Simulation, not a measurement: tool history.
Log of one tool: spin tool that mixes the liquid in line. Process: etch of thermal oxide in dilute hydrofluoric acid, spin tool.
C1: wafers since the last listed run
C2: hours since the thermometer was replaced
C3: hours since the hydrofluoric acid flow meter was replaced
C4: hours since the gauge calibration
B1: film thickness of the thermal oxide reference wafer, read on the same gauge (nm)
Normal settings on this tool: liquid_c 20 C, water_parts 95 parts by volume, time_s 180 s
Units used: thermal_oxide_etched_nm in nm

run 1 hour=0 | liquid_c=20 water_parts=75 time_s=180 | C1=0 C2=428.8 C3=1205.2 C4=636.9 | B1=30.03 | thermal_oxide_etched_nm=8.67
run 2 hour=62.2 | liquid_c=20 water_parts=95 time_s=145 | C1=306 C2=491 C3=1267.4 C4=699.1 | B1=30.01 | thermal_oxide_etched_nm=5.37
run 3 hour=130.2 | liquid_c=20 water_parts=95 time_s=145 | C1=335 C2=559 C3=1335.4 C4=767.1 | B1=30.04 | thermal_oxide_etched_nm=5.39
run 4 hour=201.5 | liquid_c=20 water_parts=95 time_s=180 | C1=351 C2=630.3 C3=1406.7 C4=838.4 | B1=30.02 | thermal_oxide_etched_nm=6.76
run 5 hour=230.1 | liquid_c=20 water_parts=95 time_s=180 | C1=140 C2=658.9 C3=1435.3 C4=867 | B1=30.01 | thermal_oxide_etched_nm=6.68
run 6 hour=301.4 | liquid_c=20 water_parts=95 time_s=180 | C1=351 C2=730.2 C3=1506.6 C4=938.3 | B1=29.98 | thermal_oxide_etched_nm=6.73
run 7 hour=354.3 | liquid_c=17 water_parts=95 time_s=180 | C1=260 C2=783.1 C3=1559.5 C4=991.2 | B1=29.99 | thermal_oxide_etched_nm=5.97
run 8 hour=411.4 | liquid_c=17 water_parts=95 time_s=180 | C1=281 C2=840.2 C3=1616.6 C4=1048.3 | B1=30 | thermal_oxide_etched_nm=5.89
run 9 hour=436.5 | liquid_c=20 water_parts=95 time_s=180 | C1=123 C2=865.3 C3=1641.7 C4=1073.4 | B1=30.02 | thermal_oxide_etched_nm=6.7
run 10 hour=469.7 | liquid_c=20 water_parts=95 time_s=180 | C1=163 C2=898.5 C3=1674.9 C4=1106.6 | B1=30 | thermal_oxide_etched_nm=6.83
-- hour=479.9 hydrofluoric acid flow meter replaced
run 11 hour=510 | liquid_c=20 water_parts=95 time_s=180 | C1=193 C2=938.8 C3=30.1 C4=1146.9 | B1=30.02 | thermal_oxide_etched_nm=6.53
run 12 hour=562.3 | liquid_c=20 water_parts=95 time_s=180 | C1=257 C2=991.1 C3=82.4 C4=1199.2 | B1=29.98 | thermal_oxide_etched_nm=6.5
-- hour=567.5 gauge calibrated
run 13 hour=587 | liquid_c=20 water_parts=95 time_s=115 | C1=121 C2=1015.8 C3=107.1 C4=19.5 | B1=30.01 | thermal_oxide_etched_nm=4.19
run 14 hour=643.7 | liquid_c=20 water_parts=95 time_s=180 | C1=279 C2=1072.5 C3=163.8 C4=76.2 | B1=29.98 | thermal_oxide_etched_nm=6.54
run 15 hour=675.1 | liquid_c=20 water_parts=50 time_s=180 | C1=154 C2=1103.9 C3=195.2 C4=107.6 | B1=30.02 | thermal_oxide_etched_nm=13.2
run 16 hour=728.4 | liquid_c=23 water_parts=95 time_s=180 | C1=262 C2=1157.2 C3=248.5 C4=160.9 | B1=29.96 | thermal_oxide_etched_nm=7.46
run 17 hour=786.7 | liquid_c=20 water_parts=95 time_s=115 | C1=287 C2=1215.5 C3=306.8 C4=219.2 | B1=30.02 | thermal_oxide_etched_nm=4.22
run 18 hour=839.1 | liquid_c=20 water_parts=95 time_s=180 | C1=258 C2=1267.9 C3=359.2 C4=271.6 | B1=29.99 | thermal_oxide_etched_nm=6.54
run 19 hour=894.5 | liquid_c=17 water_parts=115 time_s=220 | C1=272 C2=1323.3 C3=414.6 C4=327 | B1=29.96 | thermal_oxide_etched_nm=5.75
run 20 hour=956.8 | liquid_c=20 water_parts=95 time_s=180 | C1=306 C2=1385.6 C3=476.9 C4=389.3 | B1=29.98 | thermal_oxide_etched_nm=6.6
-- hour=978 thermometer replaced
run 21 hour=1013.8 | liquid_c=20 water_parts=135 time_s=180 | C1=275 C2=35.8 C3=533.9 C4=446.3 | B1=29.98 | thermal_oxide_etched_nm=4.45
run 22 hour=1069.5 | liquid_c=20 water_parts=95 time_s=210 | C1=274 C2=91.5 C3=589.6 C4=502 | B1=30.01 | thermal_oxide_etched_nm=7.71
run 23 hour=1105.7 | liquid_c=22.5 water_parts=45 time_s=100 | C1=178 C2=127.7 C3=625.8 C4=538.2 | B1=30 | thermal_oxide_etched_nm=9.11
run 24 hour=1146.4 | liquid_c=25 water_parts=145 time_s=250 | C1=200 C2=168.4 C3=666.5 C4=578.9 | B1=30.02 | thermal_oxide_etched_nm=6.95
run 25 hour=1204.1 | liquid_c=18 water_parts=60 time_s=240 | C1=284 C2=226.1 C3=724.2 C4=636.6 | B1=30 | thermal_oxide_etched_nm=13.29
run 26 hour=1232.3 | liquid_c=20 water_parts=95 time_s=180 | C1=138 C2=254.3 C3=752.4 C4=664.8 | B1=30 | thermal_oxide_etched_nm=6.67
run 27 hour=1271.1 | liquid_c=22 water_parts=60 time_s=125 | C1=191 C2=293.1 C3=791.2 C4=703.6 | B1=30 | thermal_oxide_etched_nm=8.27
run 28 hour=1305 | liquid_c=20 water_parts=115 time_s=180 | C1=167 C2=327 C3=825.1 C4=737.5 | B1=30 | thermal_oxide_etched_nm=5.37

The next listed run, before its measurement:
run 29 hour=1334.4 | liquid_c=20 water_parts=95 time_s=180 | C1=144 C2=356.4 C3=854.5 C4=766.9 | B1=? | thermal_oxide_etched_nm=?

{"run 29": {"B1": 30.04, "thermal_oxide_etched_nm": 6.7}}
Without the tool's hidden state the same run would have given thermal_oxide_etched_nm 6.55 nm.

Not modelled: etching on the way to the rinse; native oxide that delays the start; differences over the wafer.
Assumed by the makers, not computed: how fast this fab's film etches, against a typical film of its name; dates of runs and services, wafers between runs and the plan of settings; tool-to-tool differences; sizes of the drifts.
